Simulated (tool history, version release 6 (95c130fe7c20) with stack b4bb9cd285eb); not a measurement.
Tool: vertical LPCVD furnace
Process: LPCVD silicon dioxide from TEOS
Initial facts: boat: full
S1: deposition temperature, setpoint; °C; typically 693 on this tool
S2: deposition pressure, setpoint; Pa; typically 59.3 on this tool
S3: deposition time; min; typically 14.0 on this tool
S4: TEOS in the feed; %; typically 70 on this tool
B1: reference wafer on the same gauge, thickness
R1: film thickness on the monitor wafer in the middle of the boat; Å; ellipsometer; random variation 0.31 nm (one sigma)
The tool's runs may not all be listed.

run,hour,S1,S2,S3,S4,B1,R1
1,0.0,693,59.3,14.0,70,132.05,1373.0
2,8.0,693,59.3,14.0,70,131.97,1376.7
3,20.7,693,59.3,14.0,70,132.05,1376.0
4,27.4,688,59.3,14.0,70,131.96,1222.4
5,44.0,688,59.3,14.0,70,132.06,1227.6
6,61.7,688,59.3,14.0,70,131.95,1226.1
# hour 99.6: thermocouples replaced and temperature profile calibrated
7,100.1,693,59.3,14.0,70,131.99,1272.5
# hour 146.7: pressure gauge zeroed
# hour 158.0: TEOS flow controller replaced
8,158.5,700,59.3,18.0,74,131.91,1984.4
# hour 161.0: gauge calibrated
9,162.0,688,45.3,11.5,74,131.99,833.6
10,165.5,703,64.0,14.0,81,131.92,1794.3
11,185.4,693,59.3,18.5,70,132.15,1677.9
12,195.0,704,59.3,14.0,81,132.07,1768.1
13,212.4,693,50.0,16.0,70,132.03,1339.2
14,226.6,693,59.3,14.0,70,131.97,1274.5

3 options for the next run, each taken on its own from the tool as it stands now. Forecast them:
A,230.2,693,59.3,14.0,70,?,?
B,230.2,693,59.3,19.5,70,?,?
C,230.2,693,59.3,16.5,70,?,?

run,B1,R1
A,132.00,1273.5
B,132.00,1773.8
C,132.00,1500.9
Had the tool no hidden state, the same runs would have come out as:
run,R1
A,1269.7
B,1768.5
C,1496.4

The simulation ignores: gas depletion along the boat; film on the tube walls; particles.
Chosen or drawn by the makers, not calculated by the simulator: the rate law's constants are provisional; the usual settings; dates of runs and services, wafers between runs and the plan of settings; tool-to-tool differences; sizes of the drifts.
